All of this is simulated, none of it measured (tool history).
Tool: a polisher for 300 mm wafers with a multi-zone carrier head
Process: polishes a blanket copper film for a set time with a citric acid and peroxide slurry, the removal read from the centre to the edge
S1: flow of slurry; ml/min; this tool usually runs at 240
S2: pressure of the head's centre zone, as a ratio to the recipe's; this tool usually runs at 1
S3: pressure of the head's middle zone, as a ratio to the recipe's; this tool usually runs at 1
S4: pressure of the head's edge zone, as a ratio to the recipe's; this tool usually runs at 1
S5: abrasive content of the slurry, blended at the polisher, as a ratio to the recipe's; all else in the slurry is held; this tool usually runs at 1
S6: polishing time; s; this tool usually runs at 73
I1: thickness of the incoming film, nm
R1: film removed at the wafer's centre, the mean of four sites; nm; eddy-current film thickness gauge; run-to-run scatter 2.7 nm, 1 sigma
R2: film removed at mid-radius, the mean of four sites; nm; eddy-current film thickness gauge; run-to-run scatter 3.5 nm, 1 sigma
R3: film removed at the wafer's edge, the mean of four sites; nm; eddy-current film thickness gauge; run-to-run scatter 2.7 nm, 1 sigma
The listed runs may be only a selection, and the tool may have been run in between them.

| run | day | S1 | S2 | S3 | S4 | S5 | S6 | I1 | R1 | R2 | R3 |
|---|---|---|---|---|---|---|---|---|---|---|---|
| 1 | 0 | 240 | 1 | 1 | 0.91 | 1 | 73 | 726.5 | 239.5 | 240.9 | 228.5 |
| 2 | 3.5 | 240 | 1 | 1 | 0.89 | 1 | 65 | 742.6 | 211.1 | 210.4 | 201.5 |
| 3 | 5.092 | 240 | 0.91 | 1 | 1 | 1 | 73 | 739.2 | 218.6 | 244.9 | 240 |
|  | 6.533 | worn pad replaced by a new one |
| 4 | 7.492 | 240 | 0.94 | 1 | 1 | 1 | 51 | 753.2 | 156.5 | 170.9 | 171.1 |
|  | 7.971 | slurry nozzle cleaned |
| 5 | 10.625 | 240 | 1 | 1 | 1 | 1 | 73 | 747.4 | 239.4 | 241.3 | 238.5 |
| 6 | 13.612 | 240 | 1 | 1.05 | 1 | 0.85 | 73 | 748.2 | 224.8 | 248.9 | 235.1 |
| 7 | 17.817 | 240 | 1 | 1.08 | 0.93 | 0.9 | 73 | 728.4 | 228.3 | 252.6 | 226 |
| 8 | 21.746 | 240 | 1 | 1 | 1.07 | 1 | 73 | 735.1 | 230.9 | 247.3 | 244.6 |
|  | 22.446 | edge zone pressure recalibrated |
| 9 | 25.838 | 240 | 1 | 1 | 1 | 1 | 73 | 745.9 | 232 | 242 | 245.5 |
| 10 | 29.788 | 190 | 1 | 1.07 | 1 | 1.25 | 91 | 740.4 | 298.3 | 332.1 | 315.1 |
|  | 31.521 | worn pad replaced by a new one |
| 11 | 32.171 | 320 | 1 | 1 | 0.94 | 1 | 65 | 736.9 | 205.6 | 213.7 | 211.8 |
|  | 33.975 | carrier head's membrane replaced by a new one |
| 12 | 35.517 | 240 | 0.9 | 1 | 1 | 1.25 | 73 | 726.9 | 214.3 | 261.6 | 253.4 |
| 13 | 37.488 | 240 | 1.05 | 1 | 1 | 1 | 73 | 742.6 | 236.8 | 243.4 | 242.1 |
| 14 | 39.462 | 240 | 1 | 1 | 1 | 1 | 73 | 738.7 | 222.7 | 238.4 | 245.8 |
| 15 | 42.192 | 240 | 1.08 | 1 | 1 | 1.25 | 73 | 740.6 | 251.9 | 261 | 262.1 |
| 16 | 44.179 | 240 | 0.96 | 0.89 | 1 | 1 | 73 | 743.7 | 210.4 | 224.9 | 243.6 |
|  | 44.729 | slurry nozzle cleaned |
| 17 | 45.808 | 240 | 1 | 0.96 | 0.89 | 1 | 73 | 730.3 | 223.6 | 236 | 233.2 |
|  | 46.775 | centre zone pressure recalibrated |
|  | 47.271 | edge zone pressure recalibrated |
| 18 | 48.646 | 305 | 0.96 | 1 | 1.05 | 1.1 | 73 | 743.4 | 244.6 | 250.4 | 258.6 |
| 19 | 51.638 | 240 | 1 | 1 | 1 | 1 | 73 | 740.7 | 249.6 | 240.8 | 245.5 |

The next listed run, before its measurement:
| 20 | 54.125 | 240 | 1 | 1 | 1 | 1 | 73 | 737.5 | ? | ? | ? |

R1: 241.9 nm
R2: 248.2 nm
R3: 240.7 nm
Take away the tool's hidden state, keep the run-to-run variation as it was, and the same run would have given R1 243.2 nm, R2 248.2 nm, R3 240.7 nm.

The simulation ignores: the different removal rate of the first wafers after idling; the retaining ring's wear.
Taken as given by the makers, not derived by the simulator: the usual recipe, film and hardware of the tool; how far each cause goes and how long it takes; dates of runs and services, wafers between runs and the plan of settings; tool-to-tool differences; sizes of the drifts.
